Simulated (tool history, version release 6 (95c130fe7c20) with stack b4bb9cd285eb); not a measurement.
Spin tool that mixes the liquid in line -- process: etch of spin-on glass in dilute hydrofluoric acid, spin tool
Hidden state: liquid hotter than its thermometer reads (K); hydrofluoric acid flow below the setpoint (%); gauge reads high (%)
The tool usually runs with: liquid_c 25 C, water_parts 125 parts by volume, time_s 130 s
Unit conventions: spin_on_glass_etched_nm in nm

run    hour  liquid_c  water_parts  time_s  wafers since the last listed run  hours since the thermometer was replaced  hours since the hydrofluoric acid flow meter was replaced  hours since the gauge calibration  read-back film thickness of the spin-on glass reference wafer, read on the same gauge (nm)  spin_on_glass_etched_nm
  1       0        25          110      70                                 0                                    2028.9                                                       68.9                             2004.4                                                                                          80                     21.4
  2    78.2        25          145     190                               875                                    2107.1                                                      147.1                             2082.6                                                                                       80.01                    41.62
  3     156        25          145     190                               870                                    2184.9                                                      224.9                             2160.4                                                                                       79.98                    40.73
  4   212.8        25          125     130                               635                                    2241.7                                                      281.7                             2217.2                                                                                       80.01                    33.54
  5   318.2        25          125     130                              1179                                    2347.1                                                      387.1                             2322.6                                                                                       79.99                    33.39
  6   407.3        25          125     150                               997                                    2436.2                                                      476.2                             2411.7                                                                                          80                    37.84
  7   457.5        25          125     150                               561                                    2486.4                                                      526.4                             2461.9                                                                                          80                    37.69
  8   559.1        21          105     130                              1137                                      2588                                                        628                             2563.5                                                                                       80.02                    33.57
  9   598.4        21          105     130                               439                                    2627.3                                                      667.3                             2602.8                                                                                          80                    34.31
      607.7  -- hydrofluoric acid flow meter replaced
 10   661.5        21          105     130                               695                                    2690.4                                                       53.8                             2665.9                                                                                          80                    35.89
 11   751.9        25          125     130                              1012                                    2780.8                                                      144.2                             2756.3                                                                                       80.01                    34.63
 12   836.8        25          125     130                               950                                    2865.7                                                      229.1                             2841.2                                                                                       80.01                    34.23
 13   940.9        25          125     130                              1165                                    2969.8                                                      333.2                             2945.3                                                                                       80.01                    33.21
 14  1027.2        25          125     130                               966                                    3056.1                                                      419.5                             3031.6                                                                                          80                    33.42
     1096.5  -- gauge calibrated
 15  1110.8        25          110     130                               935                                    3139.7                                                      503.1                               14.3                                                                                          80                    38.57
       1151  -- hydrofluoric acid flow meter replaced
     1165.4  -- thermometer replaced
 16  1208.5        29          155     175                              1071                                      43.1                                                       57.5                                112                                                                                       79.99                     42.1
 17  1255.9      20.5          100     205                               530                                      90.5                                                      104.9                              159.4                                                                                          80                    58.29
 18  1341.8        25          125     130                               961                                     176.4                                                      190.8                              245.3                                                                                          80                    34.46
 19  1430.3        25          125     150                               990                                     264.9                                                      279.3                              333.8                                                                                          80                    39.21
 20  1472.5        25          125     130                               472                                     307.1                                                      321.5                                376                                                                                          80                    33.97
 21  1667.6        25          155     190                              2184                                     502.2                                                      516.6                              571.1                                                                                       80.02                    37.49
     1718.4  -- hydrofluoric acid flow meter replaced
 22  1735.6      22.5          125     130                               750                                     570.2                                                       17.2                              639.1                                                                                       79.99                    31.02
 23  1800.6        29          175     130                               727                                     635.2                                                       82.2                              704.1                                                                                       80.01                    27.15
 24  1892.8        25           65     130                              1032                                     727.4                                                      174.4                              796.3                                                                                       80.01                    69.48
 25  1970.3      29.5           85     130                               867                                     804.9                                                      251.9                              873.8                                                                                       80.01                    63.16
 26  2017.1        22           80      70                               523                                     851.7                                                      298.7                              920.6                                                                                          80                    26.28
 27    2154        23           75     130                              1532                                     988.6                                                      435.6                             1057.5                                                                                          80                    53.59
 28  2201.8        25          125      85                               535                                    1036.4                                                      483.4                             1105.3                                                                                       80.02                    21.49
     2257.7  -- hydrofluoric acid flow meter replaced
 29  2281.1        25           70     100                               876                                    1115.7                                                       23.4                             1184.6                                                                                          80                    50.36
 30  2382.8        25          125     130                              1138                                    1217.4                                                      125.1                             1286.3                                                                                          80                    34.41
 31  2419.2        25          145     190                               407                                    1253.8                                                      161.5                             1322.7                                                                                          80                    41.97
 32  2736.7      21.5          125     130                              3554                                    1571.3                                                        479                             1640.2                                                                                       80.01                    28.89
     2817.6  -- hydrofluoric acid flow meter replaced
 33  2818.5        25          125     130                               904                                    1653.1                                                        0.9                               1722                                                                                          80                    35.07

4 options for the next run, each taken on its own from the tool as it stands now. Forecast them:
  A  2819        25          125     130                                 5                                    1653.6                                                        1.4                             1722.5                                                                                           ?                        ?
  B  2819      22.5           95      65                                 5                                    1653.6                                                        1.4                             1722.5                                                                                           ?                        ?
  C  2819        25          150     130                                 5                                    1653.6                                                        1.4                             1722.5                                                                                           ?                        ?
  D  2819      29.5          170      95                                 5                                    1653.6                                                        1.4                             1722.5                                                                                           ?                        ?

run  read-back film thickness of the spin-on glass reference wafer, read on the same gauge (nm)  spin_on_glass_etched_nm
  A                                                                                          80                    34.31
  B                                                                                          80                    21.21
  C                                                                                          80                    27.75
  D                                                                                          80                    20.59
Without the tool's unlogged condition, the same runs would have read:
run  spin_on_glass_etched_nm
  A                    34.61
  B                    21.39
  C                       28
  D                    20.78
